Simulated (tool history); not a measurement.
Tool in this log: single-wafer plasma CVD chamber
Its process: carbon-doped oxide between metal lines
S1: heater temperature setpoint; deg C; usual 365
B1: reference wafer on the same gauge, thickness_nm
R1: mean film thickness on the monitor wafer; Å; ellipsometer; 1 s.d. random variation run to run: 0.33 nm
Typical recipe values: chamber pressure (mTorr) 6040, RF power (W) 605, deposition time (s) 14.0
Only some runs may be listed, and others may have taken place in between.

run 1 hour=0.0 | S1=365 chamber_pressure_(mTorr)=6040 RF_power_(W)=605 deposition_time_(s)=14.0 | B1=75.633 | R1=788.50
-- hour=74.3 capacitance manometer re-zeroed and calibrated
run 2 hour=91.9 | S1=365 chamber_pressure_(mTorr)=6040 RF_power_(W)=605 deposition_time_(s)=14.0 | B1=75.436 | R1=782.52
run 3 hour=194.9 | S1=365 chamber_pressure_(mTorr)=6040 RF_power_(W)=605 deposition_time_(s)=14.0 | B1=75.540 | R1=777.12
-- hour=204.5 gauge calibrated
run 4 hour=234.0 | S1=365 chamber_pressure_(mTorr)=6040 RF_power_(W)=605 deposition_time_(s)=14.0 | B1=75.634 | R1=775.01
run 5 hour=281.5 | S1=359 chamber_pressure_(mTorr)=6040 RF_power_(W)=605 deposition_time_(s)=14.0 | B1=75.680 | R1=789.36
run 6 hour=385.9 | S1=365 chamber_pressure_(mTorr)=4870 RF_power_(W)=490 deposition_time_(s)=12.4 | B1=75.550 | R1=591.34
run 7 hour=426.5 | S1=365 chamber_pressure_(mTorr)=6040 RF_power_(W)=605 deposition_time_(s)=14.0 | B1=75.728 | R1=770.62
-- hour=477.2 RF generator calibrated
run 8 hour=477.7 | S1=365 chamber_pressure_(mTorr)=6040 RF_power_(W)=605 deposition_time_(s)=14.0 | B1=75.830 | R1=797.04
run 9 hour=516.4 | S1=365 chamber_pressure_(mTorr)=6040 RF_power_(W)=605 deposition_time_(s)=14.0 | B1=75.625 | R1=796.32
run 10 hour=572.1 | S1=375 chamber_pressure_(mTorr)=6040 RF_power_(W)=605 deposition_time_(s)=16.4 | B1=75.560 | R1=908.47
run 11 hour=651.9 | S1=365 chamber_pressure_(mTorr)=6040 RF_power_(W)=605 deposition_time_(s)=14.0 | B1=75.538 | R1=788.90
run 12 hour=857.9 | S1=365 chamber_pressure_(mTorr)=6040 RF_power_(W)=700 deposition_time_(s)=14.0 | B1=75.588 | R1=859.49
run 13 hour=961.2 | S1=355 chamber_pressure_(mTorr)=6040 RF_power_(W)=545 deposition_time_(s)=14.9 | B1=75.573 | R1=802.17
run 14 hour=1033.4 | S1=365 chamber_pressure_(mTorr)=6600 RF_power_(W)=605 deposition_time_(s)=14.0 | B1=75.762 | R1=783.53
run 15 hour=1105.9 | S1=375 chamber_pressure_(mTorr)=6810 RF_power_(W)=535 deposition_time_(s)=14.0 | B1=75.679 | R1=706.32
-- hour=1146.0 thermocouple changed; heater temperature recalibrated
run 16 hour=1151.8 | S1=373 chamber_pressure_(mTorr)=7500 RF_power_(W)=690 deposition_time_(s)=14.0 | B1=75.638 | R1=825.28
-- hour=1194.3 showerhead replaced
run 17 hour=1198.2 | S1=365 chamber_pressure_(mTorr)=6040 RF_power_(W)=530 deposition_time_(s)=13.3 | B1=75.706 | R1=680.12
run 18 hour=1301.9 | S1=365 chamber_pressure_(mTorr)=6040 RF_power_(W)=605 deposition_time_(s)=14.0 | B1=75.613 | R1=772.57
run 19 hour=1355.4 | S1=365 chamber_pressure_(mTorr)=7440 RF_power_(W)=575 deposition_time_(s)=14.0 | B1=75.639 | R1=756.77
-- hour=1376.1 capacitance manometer re-zeroed and calibrated
-- hour=1382.6 RF generator calibrated
run 20 hour=1393.8 | S1=354 chamber_pressure_(mTorr)=6790 RF_power_(W)=605 deposition_time_(s)=14.0 | B1=75.589 | R1=824.21
run 21 hour=1483.7 | S1=365 chamber_pressure_(mTorr)=6040 RF_power_(W)=605 deposition_time_(s)=14.0 | B1=75.577 | R1=791.32
run 22 hour=1522.6 | S1=365 chamber_pressure_(mTorr)=6040 RF_power_(W)=605 deposition_time_(s)=14.0 | B1=75.677 | R1=786.52
run 23 hour=1595.6 | S1=365 chamber_pressure_(mTorr)=4870 RF_power_(W)=605 deposition_time_(s)=14.0 | B1=75.763 | R1=779.06
run 24 hour=1656.1 | S1=365 chamber_pressure_(mTorr)=6040 RF_power_(W)=605 deposition_time_(s)=14.0 | B1=75.597 | R1=789.06
run 25 hour=1762.1 | S1=365 chamber_pressure_(mTorr)=5060 RF_power_(W)=640 deposition_time_(s)=15.5 | B1=75.437 | R1=884.54
run 26 hour=1811.2 | S1=379 chamber_pressure_(mTorr)=6040 RF_power_(W)=505 deposition_time_(s)=15.8 | B1=75.549 | R1=753.57
run 27 hour=2043.9 | S1=365 chamber_pressure_(mTorr)=6040 RF_power_(W)=605 deposition_time_(s)=12.1 | B1=75.502 | R1=666.87

Hidden state, per run?
wafer temperature above the value expected at the setpoint (K): 0, the same for each run
true pressure above the setpoint (%): 0, the same for each run
gauge reads high (%): 0, the same for each run
H1: delivered RF power above the setpoint (%)
run=1 H1=-2.75
run=2 H1=-3.32
run=3 H1=-3.96
run=4 H1=-4.21
run=5 H1=-4.5
run=6 H1=-5.16
run=7 H1=-5.41
run=8 H1=-0.21
run=9 H1=-0.451
run=10 H1=-0.799
run=11 H1=-1.3
run=12 H1=-2.58
run=13 H1=-3.23
run=14 H1=-3.68
run=15 H1=-4.13
run=16 H1=-4.42
run=17 H1=-4.71
run=18 H1=-5.36
run=19 H1=-5.69
run=20 H1=-1.14
run=21 H1=-1.7
run=22 H1=-1.94
run=23 H1=-2.4
run=24 H1=-2.77
run=25 H1=-3.44
run=26 H1=-3.74
run=27 H1=-5.2
